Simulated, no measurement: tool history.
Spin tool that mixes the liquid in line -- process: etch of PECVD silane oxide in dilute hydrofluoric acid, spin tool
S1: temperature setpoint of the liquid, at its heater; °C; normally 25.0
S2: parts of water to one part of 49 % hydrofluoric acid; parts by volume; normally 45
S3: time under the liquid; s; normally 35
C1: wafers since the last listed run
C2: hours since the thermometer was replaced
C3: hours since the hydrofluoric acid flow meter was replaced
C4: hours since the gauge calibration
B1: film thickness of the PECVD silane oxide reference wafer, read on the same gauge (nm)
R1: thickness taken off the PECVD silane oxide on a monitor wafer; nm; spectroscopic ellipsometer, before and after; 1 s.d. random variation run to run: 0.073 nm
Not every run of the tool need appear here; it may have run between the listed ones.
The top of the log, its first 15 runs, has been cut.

| run | hour | S1 | S2 | S3 | C1 | C2 | C3 | C4 | B1 | R1 |
|---|---|---|---|---|---|---|---|---|---|---|
|  | 712.9 | hydrofluoric acid flow meter replaced |
| 16 | 767.2 | 22.0 | 45 | 45 | 723 | 411.8 | 54.3 | 924.0 | 69.98 | 16.26 |
| 17 | 834.5 | 25.0 | 25 | 25 | 752 | 479.1 | 121.6 | 991.3 | 70.02 | 18.93 |
| 18 | 895.3 | 23.0 | 25 | 50 | 679 | 539.9 | 182.4 | 1052.1 | 69.99 | 34.55 |
| 19 | 938.9 | 25.0 | 45 | 35 | 487 | 583.5 | 226.0 | 1095.7 | 69.98 | 14.52 |
|  | 961.7 | thermometer replaced |
|  | 972.1 | gauge calibrated |
| 20 | 994.8 | 25.0 | 45 | 25 | 613 | 33.1 | 281.9 | 22.7 | 69.97 | 9.72 |
| 21 | 1019.3 | 28.0 | 40 | 35 | 273 | 57.6 | 306.4 | 47.2 | 70.03 | 17.57 |
| 22 | 1057.3 | 27.0 | 45 | 40 | 424 | 95.6 | 344.4 | 85.2 | 70.02 | 17.16 |
| 23 | 1089.0 | 22.5 | 45 | 35 | 354 | 127.3 | 376.1 | 116.9 | 70.01 | 12.34 |
| 24 | 1129.5 | 25.0 | 45 | 35 | 452 | 167.8 | 416.6 | 157.4 | 70.01 | 13.88 |
| 25 | 1162.1 | 28.5 | 30 | 35 | 364 | 200.4 | 449.2 | 190.0 | 69.99 | 24.67 |
| 26 | 1197.7 | 25.0 | 45 | 25 | 397 | 236.0 | 484.8 | 225.6 | 69.94 | 9.99 |
| 27 | 1265.1 | 22.5 | 45 | 35 | 753 | 303.4 | 552.2 | 293.0 | 69.98 | 12.74 |
| 28 | 1324.7 | 25.0 | 45 | 20 | 666 | 363.0 | 611.8 | 352.6 | 69.97 | 8.04 |
| 29 | 1384.9 | 28.0 | 25 | 55 | 672 | 423.2 | 672.0 | 412.8 | 70.01 | 47.09 |
| 30 | 1430.4 | 30.0 | 55 | 50 | 508 | 468.7 | 717.5 | 458.3 | 70.01 | 20.03 |
| 31 | 1484.8 | 25.0 | 45 | 35 | 607 | 523.1 | 771.9 | 512.7 | 70.00 | 14.41 |
|  | 1526.1 | thermometer replaced |
| 32 | 1642.2 | 25.0 | 45 | 45 | 1747 | 116.1 | 929.3 | 670.1 | 69.94 | 17.65 |
| 33 | 1682.2 | 23.0 | 45 | 35 | 446 | 156.1 | 969.3 | 710.1 | 69.98 | 12.79 |

4 ways to go on from here, each from the tool as it stands after run 33. What would each give?
| A | 1682.6 | 21.5 | 45 | 35 | 4 | 156.5 | 969.7 | 710.5 | ? | ? |
| B | 1682.6 | 25.0 | 45 | 15 | 4 | 156.5 | 969.7 | 710.5 | ? | ? |
| C | 1682.6 | 21.0 | 45 | 25 | 4 | 156.5 | 969.7 | 710.5 | ? | ? |
| D | 1682.6 | 28.0 | 60 | 20 | 4 | 156.5 | 969.7 | 710.5 | ? | ? |

| run | B1 | R1 |
|---|---|---|
| A | 69.99 | 12.07 |
| B | 69.99 | 5.98 |
| C | 69.99 | 8.44 |
| D | 69.99 | 6.60 |
Without the tool's hidden state the same runs would have given:
| run | R1 |
|---|---|
| A | 11.86 |
| B | 5.88 |
| C | 8.30 |
| D | 6.50 |

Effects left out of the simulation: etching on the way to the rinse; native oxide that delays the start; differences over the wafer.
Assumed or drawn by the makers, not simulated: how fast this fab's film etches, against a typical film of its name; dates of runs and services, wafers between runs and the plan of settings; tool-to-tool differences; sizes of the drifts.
